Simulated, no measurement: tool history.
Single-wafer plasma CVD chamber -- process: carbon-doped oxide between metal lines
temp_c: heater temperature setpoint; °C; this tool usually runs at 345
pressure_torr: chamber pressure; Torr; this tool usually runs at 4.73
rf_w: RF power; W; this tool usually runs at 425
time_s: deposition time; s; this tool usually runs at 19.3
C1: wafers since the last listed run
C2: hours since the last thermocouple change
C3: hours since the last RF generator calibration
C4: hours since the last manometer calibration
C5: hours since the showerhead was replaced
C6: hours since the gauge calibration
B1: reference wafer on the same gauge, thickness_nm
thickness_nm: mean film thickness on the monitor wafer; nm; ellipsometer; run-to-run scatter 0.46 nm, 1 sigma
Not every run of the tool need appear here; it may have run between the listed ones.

Run 1, day 0.000: usual settings; C1 0; C2 1145.8; C3 914.9; C4 1204.5; C5 2417.3; C6 781.4; B1 90.568. Result: thickness_nm 82.346 nm.
Run 2, day 1.458: usual settings; C1 956; C2 1180.8; C3 949.9; C4 1239.5; C5 2452.3; C6 816.4; B1 90.576. Result: thickness_nm 80.893 nm.
Run 3, day 2.175: usual settings; C1 470; C2 1198.0; C3 967.1; C4 1256.7; C5 2469.5; C6 833.6; B1 90.703. Result: thickness_nm 81.219 nm.
Run 4, day 3.342: usual settings; C1 765; C2 1226.0; C3 995.1; C4 1284.7; C5 2497.5; C6 861.6; B1 90.677. Result: thickness_nm 81.860 nm.
At day 4.212: showerhead replaced.
At day 4.483: gauge calibrated.
Run 5, day 4.683: usual settings; C1 661; C2 1258.2; C3 1027.3; C4 1316.9; C5 11.3; C6 4.8; B1 90.641. Result: thickness_nm 81.231 nm.
Run 6, day 5.633: usual settings; C1 623; C2 1281.0; C3 1050.1; C4 1339.7; C5 34.1; C6 27.6; B1 90.846. Result: thickness_nm 82.523 nm.
Run 7, day 7.050: usual settings but temp_c 334 °C, pressure_torr 4.18 Torr; C1 929; C2 1315.0; C3 1084.1; C4 1373.7; C5 68.1; C6 61.6; B1 90.743. Result: thickness_nm 82.172 nm.
Run 8, day 7.825: usual settings; C1 508; C2 1333.6; C3 1102.7; C4 1392.3; C5 86.7; C6 80.2; B1 90.707. Result: thickness_nm 81.578 nm.
Run 9, day 8.638: usual settings but temp_c 335 °C, pressure_torr 5.71 Torr, rf_w 345 W; C1 532; C2 1353.1; C3 1122.2; C4 1411.8; C5 106.2; C6 99.7; B1 90.681. Result: thickness_nm 78.622 nm.
Run 10, day 9.846: usual settings but temp_c 341 °C, pressure_torr 5.51 Torr, rf_w 375 W, time_s 22.0 s; C1 792; C2 1382.1; C3 1151.2; C4 1440.8; C5 135.2; C6 128.7; B1 90.808. Result: thickness_nm 91.593 nm.
Run 11, day 10.983: usual settings but temp_c 338 °C, pressure_torr 3.90 Torr; C1 746; C2 1409.4; C3 1178.5; C4 1468.1; C5 162.5; C6 156.0; B1 90.806. Result: thickness_nm 79.216 nm.
Run 12, day 12.121: usual settings but temp_c 352 °C, rf_w 355 W, time_s 21.6 s; C1 746; C2 1436.7; C3 1205.8; C4 1495.4; C5 189.8; C6 183.3; B1 90.757. Result: thickness_nm 81.710 nm.
Run 13, day 14.154: usual settings but time_s 20.7 s; C1 1333; C2 1485.5; C3 1254.6; C4 1544.2; C5 238.6; C6 232.1; B1 90.764. Result: thickness_nm 87.519 nm.
At day 15.229: capacitance manometer re-zeroed and calibrated.
Run 14, day 15.250: usual settings but rf_w 380 W; C1 500; C2 1511.8; C3 1280.9; C4 0.5; C5 264.9; C6 258.4; B1 90.737. Result: thickness_nm 77.714 nm.
Run 15, day 16.158: usual settings but temp_c 350 °C, rf_w 465 W, time_s 16.1 s; C1 595; C2 1533.6; C3 1302.7; C4 22.3; C5 286.7; C6 280.2; B1 90.954. Result: thickness_nm 71.118 nm.
Run 16, day 17.342: usual settings but temp_c 356 °C, rf_w 375 W, time_s 20.6 s; C1 776; C2 1562.0; C3 1331.1; C4 50.7; C5 315.1; C6 308.6; B1 90.689. Result: thickness_nm 80.031 nm.
Run 17, day 17.967: usual settings but temp_c 351 °C, pressure_torr 5.63 Torr; C1 409; C2 1577.0; C3 1346.1; C4 65.7; C5 330.1; C6 323.6; B1 90.613. Result: thickness_nm 83.908 nm.
At day 21.133: thermocouple changed; heater temperature recalibrated.
At day 21.292: RF generator calibrated.
Run 18, day 22.392: usual settings but rf_w 345 W; C1 2580; C2 30.2; C3 26.4; C4 171.9; C5 436.3; C6 429.8; B1 90.632. Result: thickness_nm 76.341 nm.
Run 19, day 23.571: usual settings; C1 773; C2 58.5; C3 54.7; C4 200.2; C5 464.6; C6 458.1; B1 90.618. Result: thickness_nm 84.655 nm.
Run 20, day 24.312: usual settings but rf_w 490 W; C1 486; C2 76.3; C3 72.5; C4 218.0; C5 482.4; C6 475.9; B1 90.734. Result: thickness_nm 91.089 nm.
Run 21, day 24.992: usual settings but temp_c 349 °C, pressure_torr 4.01 Torr, rf_w 510 W, time_s 17.1 s; C1 445; C2 92.6; C3 88.8; C4 234.3; C5 498.7; C6 492.2; B1 90.867. Result: thickness_nm 78.712 nm.
Run 22, day 26.138: usual settings; C1 751; C2 120.1; C3 116.3; C4 261.8; C5 526.2; C6 519.7; B1 90.594. Result: thickness_nm 83.361 nm.
Run 23, day 26.642: usual settings but pressure_torr 5.31 Torr; C1 330; C2 132.2; C3 128.4; C4 273.9; C5 538.3; C6 531.8; B1 90.716. Result: thickness_nm 85.945 nm.
Run 24, day 28.108: usual settings but pressure_torr 5.76 Torr; C1 962; C2 167.4; C3 163.6; C4 309.1; C5 573.5; C6 567.0; B1 90.552. Result: thickness_nm 86.362 nm.
Run 25, day 29.542: usual settings but temp_c 338 °C, pressure_torr 4.21 Torr, rf_w 500 W, time_s 16.2 s; C1 940; C2 201.8; C3 198.0; C4 343.5; C5 607.9; C6 601.4; B1 90.605. Result: thickness_nm 75.619 nm.
Run 26, day 30.050: usual settings but temp_c 356 °C, pressure_torr 5.33 Torr, rf_w 465 W, time_s 21.2 s; C1 333; C2 214.0; C3 210.2; C4 355.7; C5 620.1; C6 613.6; B1 90.528. Result: thickness_nm 96.927 nm.
Run 27, day 31.096: usual settings; C1 685; C2 239.1; C3 235.3; C4 380.8; C5 645.2; C6 638.7; B1 90.777. Result: thickness_nm 83.600 nm.
Run 28, day 31.696: usual settings; C1 393; C2 253.5; C3 249.7; C4 395.2; C5 659.6; C6 653.1; B1 90.695. Result: thickness_nm 83.356 nm.
Run 29, day 32.912: usual settings but pressure_torr 5.86 Torr; C1 798; C2 282.7; C3 278.9; C4 424.4; C5 688.8; C6 682.3; B1 90.667. Result: thickness_nm 86.249 nm.

What if the next run were any one of these 4? Each begins from the tool's condition after run 29:
Run A, day 32.929: usual settings but pressure_torr 5.48 Torr; C1 10; C2 283.1; C3 279.3; C4 424.8; C5 689.2; C6 682.7; B1 ?. Result: thickness_nm ?.
Run B, day 32.929: usual settings but rf_w 370 W, time_s 21.9 s; C1 10; C2 283.1; C3 279.3; C4 424.8; C5 689.2; C6 682.7; B1 ?. Result: thickness_nm ?.
Run C, day 32.929: usual settings but pressure_torr 3.71 Torr, time_s 16.6 s; C1 10; C2 283.1; C3 279.3; C4 424.8; C5 689.2; C6 682.7; B1 ?. Result: thickness_nm ?.
Run D, day 32.929: usual settings but temp_c 354 °C; C1 10; C2 283.1; C3 279.3; C4 424.8; C5 689.2; C6 682.7; B1 ?. Result: thickness_nm ?.

run      B1  thickness_nm
  A  90.840        86.445
  B  90.840        88.400
  C  90.840        68.583
  D  90.840        81.965
Without the tool's unlogged condition, the same runs would have read:
run  thickness_nm
  A        88.413
  B        90.481
  C        70.145
  D        83.831
